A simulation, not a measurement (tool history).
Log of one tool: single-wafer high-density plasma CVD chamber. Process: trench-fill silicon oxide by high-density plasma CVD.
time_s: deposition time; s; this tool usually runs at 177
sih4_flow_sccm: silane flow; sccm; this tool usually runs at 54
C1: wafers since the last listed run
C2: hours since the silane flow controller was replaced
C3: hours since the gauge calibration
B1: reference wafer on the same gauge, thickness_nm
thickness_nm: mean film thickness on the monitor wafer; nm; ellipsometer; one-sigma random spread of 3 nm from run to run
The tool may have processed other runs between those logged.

run 1 day=0 | time_s=185 sih4_flow_sccm=54 | C1=0 C2=1919.9 C3=396.1 | B1=1013.941 | thickness_nm=967.871
run 2 day=1.475 | time_s=185 sih4_flow_sccm=54 | C1=294 C2=1955.3 C3=431.5 | B1=1014.605 | thickness_nm=972.382
run 3 day=2.554 | time_s=177 sih4_flow_sccm=54 | C1=215 C2=1981.2 C3=457.4 | B1=1013.809 | thickness_nm=929.685
run 4 day=4.054 | time_s=177 sih4_flow_sccm=54 | C1=299 C2=2017.2 C3=493.4 | B1=1014.383 | thickness_nm=923.969
run 5 day=4.725 | time_s=177 sih4_flow_sccm=54 | C1=134 C2=2033.3 C3=509.5 | B1=1013.932 | thickness_nm=929.824
run 6 day=6.067 | time_s=177 sih4_flow_sccm=61 | C1=268 C2=2065.5 C3=541.7 | B1=1014.235 | thickness_nm=1045.047
run 7 day=6.904 | time_s=177 sih4_flow_sccm=61 | C1=167 C2=2085.6 C3=561.8 | B1=1013.591 | thickness_nm=1049.439
run 8 day=7.438 | time_s=177 sih4_flow_sccm=61 | C1=106 C2=2098.4 C3=574.6 | B1=1014.027 | thickness_nm=1046.739
run 9 day=8.717 | time_s=177 sih4_flow_sccm=54 | C1=255 C2=2129.1 C3=605.3 | B1=1013.638 | thickness_nm=924.58
run 10 day=9.383 | time_s=177 sih4_flow_sccm=54 | C1=133 C2=2145.1 C3=621.3 | B1=1013.246 | thickness_nm=925.244
run 11 day=10.654 | time_s=177 sih4_flow_sccm=46 | C1=254 C2=2175.6 C3=651.8 | B1=1013.768 | thickness_nm=783.551
run 12 day=11.533 | time_s=177 sih4_flow_sccm=46 | C1=175 C2=2196.7 C3=672.9 | B1=1013.745 | thickness_nm=781.136
run 13 day=12.638 | time_s=177 sih4_flow_sccm=54 | C1=220 C2=2223.2 C3=699.4 | B1=1013.528 | thickness_nm=917.57
run 14 day=13.95 | time_s=177 sih4_flow_sccm=54 | C1=262 C2=2254.7 C3=730.9 | B1=1014.449 | thickness_nm=922.067
run 15 day=15.058 | time_s=177 sih4_flow_sccm=54 | C1=221 C2=2281.3 C3=757.5 | B1=1013.992 | thickness_nm=917.075
run 16 day=15.658 | time_s=205 sih4_flow_sccm=58 | C1=119 C2=2295.7 C3=771.9 | B1=1013.654 | thickness_nm=1142.446
run 17 day=16.35 | time_s=205 sih4_flow_sccm=58 | C1=138 C2=2312.3 C3=788.5 | B1=1014.169 | thickness_nm=1147.521
run 18 day=17.575 | time_s=205 sih4_flow_sccm=58 | C1=244 C2=2341.7 C3=817.9 | B1=1014.03 | thickness_nm=1143.828
run 19 day=18.129 | time_s=155 sih4_flow_sccm=54 | C1=110 C2=2355 C3=831.2 | B1=1014.062 | thickness_nm=804.128
run 20 day=19.05 | time_s=144 sih4_flow_sccm=50 | C1=184 C2=2377.1 C3=853.3 | B1=1014.492 | thickness_nm=690.239
run 21 day=20.088 | time_s=177 sih4_flow_sccm=47 | C1=207 C2=2402 C3=878.2 | B1=1014.24 | thickness_nm=794.908
run 22 day=20.658 | time_s=144 sih4_flow_sccm=50 | C1=114 C2=2415.7 C3=891.9 | B1=1013.606 | thickness_nm=693.897
run 23 day=21.442 | time_s=198 sih4_flow_sccm=60 | C1=156 C2=2434.5 C3=910.7 | B1=1014.067 | thickness_nm=1130.513
run 24 day=22.392 | time_s=177 sih4_flow_sccm=54 | C1=189 C2=2457.3 C3=933.5 | B1=1014.014 | thickness_nm=916.691
-- day=23.375 gauge calibrated
run 25 day=23.412 | time_s=142 sih4_flow_sccm=44 | C1=204 C2=2481.8 C3=0.9 | B1=1014.155 | thickness_nm=597.989
run 26 day=23.917 | time_s=197 sih4_flow_sccm=48 | C1=100 C2=2493.9 C3=13 | B1=1013.455 | thickness_nm=907.765
-- day=25.517 silane flow controller replaced
run 27 day=25.538 | time_s=177 sih4_flow_sccm=50 | C1=257 C2=0.5 C3=51.9 | B1=1014.481 | thickness_nm=877.138
run 28 day=26.642 | time_s=142 sih4_flow_sccm=44 | C1=220 C2=27 C3=78.4 | B1=1013.708 | thickness_nm=620.552
run 29 day=27.812 | time_s=155 sih4_flow_sccm=58 | C1=234 C2=55.1 C3=106.5 | B1=1014.035 | thickness_nm=892.335
run 30 day=28.383 | time_s=145 sih4_flow_sccm=50 | C1=114 C2=68.8 C3=120.2 | B1=1013.931 | thickness_nm=715.248
run 31 day=29.846 | time_s=177 sih4_flow_sccm=43 | C1=292 C2=103.9 C3=155.3 | B1=1013.835 | thickness_nm=753.998
run 32 day=30.45 | time_s=177 sih4_flow_sccm=47 | C1=120 C2=118.4 C3=169.8 | B1=1013.909 | thickness_nm=820.019
run 33 day=31.096 | time_s=177 sih4_flow_sccm=54 | C1=129 C2=133.9 C3=185.3 | B1=1013.477 | thickness_nm=943.516
run 34 day=31.967 | time_s=211 sih4_flow_sccm=64 | C1=174 C2=154.8 C3=206.2 | B1=1014.105 | thickness_nm=1341.242
run 35 day=33.183 | time_s=177 sih4_flow_sccm=44 | C1=243 C2=184 C3=235.4 | B1=1014.364 | thickness_nm=770.452
run 36 day=34.512 | time_s=147 sih4_flow_sccm=54 | C1=265 C2=215.9 C3=267.3 | B1=1013.731 | thickness_nm=787.955
run 37 day=35.808 | time_s=177 sih4_flow_sccm=54 | C1=259 C2=247 C3=298.4 | B1=1013.494 | thickness_nm=944.507
run 38 day=37.071 | time_s=177 sih4_flow_sccm=54 | C1=252 C2=277.3 C3=328.7 | B1=1014.014 | thickness_nm=941.635
run 39 day=38.133 | time_s=159 sih4_flow_sccm=61 | C1=212 C2=302.8 C3=354.2 | B1=1014.013 | thickness_nm=962.781

What if the next run were any one of these 3? Each begins from the tool's condition after run 39:
run A day=38.15 | time_s=177 sih4_flow_sccm=48 | C1=3 C2=303.2 C3=354.6 | B1=? | thickness_nm=?
run B day=38.15 | time_s=142 sih4_flow_sccm=54 | C1=3 C2=303.2 C3=354.6 | B1=? | thickness_nm=?
run C day=38.15 | time_s=187 sih4_flow_sccm=57 | C1=3 C2=303.2 C3=354.6 | B1=? | thickness_nm=?

run=A B1=1013.339 thickness_nm=844.525
run=B B1=1013.339 thickness_nm=762.22
run=C B1=1013.339 thickness_nm=1059.533
With the hidden condition removed and each run's random variation left untouched, the same runs would have given:
run=A thickness_nm=844.537
run=B thickness_nm=762.231
run=C thickness_nm=1059.548
